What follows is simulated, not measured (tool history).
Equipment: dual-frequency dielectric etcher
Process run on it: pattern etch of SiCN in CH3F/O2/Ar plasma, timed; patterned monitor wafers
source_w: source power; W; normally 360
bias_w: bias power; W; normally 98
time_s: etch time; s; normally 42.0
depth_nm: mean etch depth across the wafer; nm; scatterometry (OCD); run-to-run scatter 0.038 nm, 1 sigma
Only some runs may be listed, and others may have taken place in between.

run	hour	source_w	bias_w	time_s	wafers since the last listed run	hours since the last wet clean	hours since the last source power generator calibration	hours since the last bias power generator calibration	hours since the last upper electrode change	hours since the gauge calibration	read-back reference wafer on the same gauge, depth_nm	depth_nm
1	0.0	360	109	42.0	0	254.7	4527.1	3214.4	1803.6	179.1	14.60	18.76
2	35.5	360	109	42.0	453	290.2	4562.6	3249.9	1839.1	214.6	14.60	18.65
3	56.4	300	98	42.0	266	311.1	4583.5	3270.8	1860.0	235.5	14.59	16.51
4	92.1	300	98	42.0	455	346.8	4619.2	3306.5	1895.7	271.2	14.60	16.52
5	104.4	300	98	42.0	157	359.1	4631.5	3318.8	1908.0	283.5	14.59	16.51
6	118.2	360	92	42.0	176	372.9	4645.3	3332.6	1921.8	297.3	14.61	17.33
7	133.9	360	92	42.0	200	388.6	4661.0	3348.3	1937.5	313.0	14.59	17.26
8	162.4	360	98	42.0	363	417.1	4689.5	3376.8	1966.0	341.5	14.59	17.78
# hour 167.9: source power generator calibrated
# hour 202.2: bias power generator calibrated
# hour 210.1: wet clean of the chamber
9	210.6	440	98	45.0	411	0.5	42.7	8.4	2014.2	389.7	14.60	20.98
# hour 214.8: gauge calibrated
10	226.8	360	98	30.0	206	16.7	58.9	24.6	2030.4	12.0	14.60	12.89

What does the tool deliver on the next run?
# hour 263.9: upper electrode replaced, of another model than before
11	264.4	310	84	46.5	173	54.3	96.5	62.2	0.5	49.6	?	?

{"run 11": {"read-back reference wafer on the same gauge, depth_nm": 14.59, "depth_nm": 17.44}}
On a tool with no hidden condition, and with the same random variation, this run would have come out at depth_nm 17.45 nm.
